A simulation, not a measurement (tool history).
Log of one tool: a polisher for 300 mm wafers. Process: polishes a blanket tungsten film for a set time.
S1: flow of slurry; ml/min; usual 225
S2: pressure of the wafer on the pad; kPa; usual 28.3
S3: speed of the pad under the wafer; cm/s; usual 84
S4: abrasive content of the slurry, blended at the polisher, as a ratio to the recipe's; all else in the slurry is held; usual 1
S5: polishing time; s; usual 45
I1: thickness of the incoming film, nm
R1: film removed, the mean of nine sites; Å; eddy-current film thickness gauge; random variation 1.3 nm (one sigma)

Run 1, hour 0: usual settings; I1 856.8. Result: R1 2062 Å.
Run 2, hour 63.5: usual settings; I1 836.9. Result: R1 2025 Å.
Run 3, hour 139.6: usual settings; I1 839.6. Result: R1 1991 Å.
Run 4, hour 187.1: usual settings but S1 170 ml/min, S2 35.9 kPa, S3 98 cm/s, S5 33 s; I1 844.3. Result: R1 2013 Å.
Run 5, hour 244.3: usual settings but S3 70 cm/s; I1 835.4. Result: R1 1753 Å.
Run 6, hour 302.1: usual settings but S2 22.1 kPa, S4 0.9, S5 55 s; I1 839.9. Result: R1 1838 Å.
At hour 335.5: worn pad replaced by a new one.
Run 7, hour 408.5: usual settings but S3 104 cm/s, S4 1.25; I1 853.3. Result: R1 2391 Å.
At hour 433.3: head pressure recalibrated.
At hour 464.5: slurry tank refilled with fresh slurry and peroxide.
Run 8, hour 506.3: usual settings but S2 31 kPa, S3 62 cm/s, S5 60 s; I1 833.6. Result: R1 2369 Å.
Run 9, hour 610.3: usual settings but S3 96 cm/s, S5 39 s; I1 841.7. Result: R1 1898 Å.
At hour 627.8: slurry blender recalibrated.
At hour 651.2: slurry nozzle cleaned.
Run 10, hour 694.5: usual settings but S1 305 ml/min; I1 833.9. Result: R1 2076 Å.
Run 11, hour 864.1: usual settings but S1 305 ml/min; I1 841.7. Result: R1 2031 Å.
Run 12, hour 909.8: usual settings; I1 828.6. Result: R1 1998 Å.
Run 13, hour 969.4: usual settings but S1 290 ml/min, S4 0.9; I1 837.4. Result: R1 1962 Å.
Run 14, hour 1036.3: usual settings; I1 844.1. Result: R1 1944 Å.
At hour 1097.3: head pressure recalibrated.
Run 15, hour 1113: usual settings but S1 200 ml/min, S2 24.8 kPa, S3 96 cm/s, S4 1.2; I1 854.2. Result: R1 2043 Å.
Run 16, hour 1152.1: usual settings but S1 185 ml/min, S2 19.3 kPa, S4 0.85, S5 60 s; I1 840.8. Result: R1 1745 Å.
At hour 1158.6: worn pad replaced by a new one.
At hour 1170.1: slurry tank refilled with fresh slurry and peroxide.
Run 17, hour 1224.3: usual settings but S1 300 ml/min, S2 24.1 kPa, S4 0.9, S5 30 s; I1 832.9. Result: R1 1163 Å.
Run 18, hour 1281.7: usual settings; I1 846.7. Result: R1 2002 Å.
At hour 1292.3: slurry blender recalibrated.
Run 19, hour 1344.4: usual settings but S1 205 ml/min, S3 56 cm/s, S5 32 s; I1 849. Result: R1 1062 Å.
At hour 1424.2: slurry nozzle cleaned.
Run 20, hour 1449.5: usual settings but S1 300 ml/min, S3 94 cm/s, S4 1.25; I1 849.6. Result: R1 2388 Å.
Run 21, hour 1524.7: usual settings but S1 300 ml/min, S3 94 cm/s, S4 1.25; I1 833.8. Result: R1 2381 Å.
Run 22, hour 1696.7: usual settings but S2 25.5 kPa; I1 844.4. Result: R1 1767 Å.
Run 23, hour 1764.9: usual settings but S1 270 ml/min, S2 34.5 kPa, S3 72 cm/s; I1 855.3. Result: R1 2172 Å.
Run 24, hour 1802.9: usual settings but S2 37.9 kPa, S4 0.9; I1 841.3. Result: R1 2535 Å.
At hour 1852.1: worn pad replaced by a new one.
At hour 1855.7: head pressure recalibrated.
Run 25, hour 1895.5: usual settings but S3 72 cm/s, S4 1.2, S5 36 s; I1 833.6. Result: R1 1529 Å.
At hour 1941.7: slurry blender recalibrated.
Run 26, hour 1967.9: usual settings but S4 1.2, S5 29 s; I1 850.4. Result: R1 1372 Å.
At hour 2024.7: slurry tank refilled with fresh slurry and peroxide.
Run 27, hour 2073.6: usual settings; I1 831.3. Result: R1 1987 Å.

3 ways to go on from here, each from the tool as it stands after run 27. What would each give?
Run A, hour 2074: usual settings but S1 165 ml/min; I1 858.7. Result: R1 ?.
Run B, hour 2074: usual settings but S5 34 s; I1 858.7. Result: R1 ?.
Run C, hour 2074: usual settings but S1 205 ml/min, S5 60 s; I1 858.7. Result: R1 ?.

run    R1
  A  1903
  B  1506
  C  2623
Without the tool's hidden state the same runs would have given:
run    R1
  A  2038
  B  1594
  C  2786
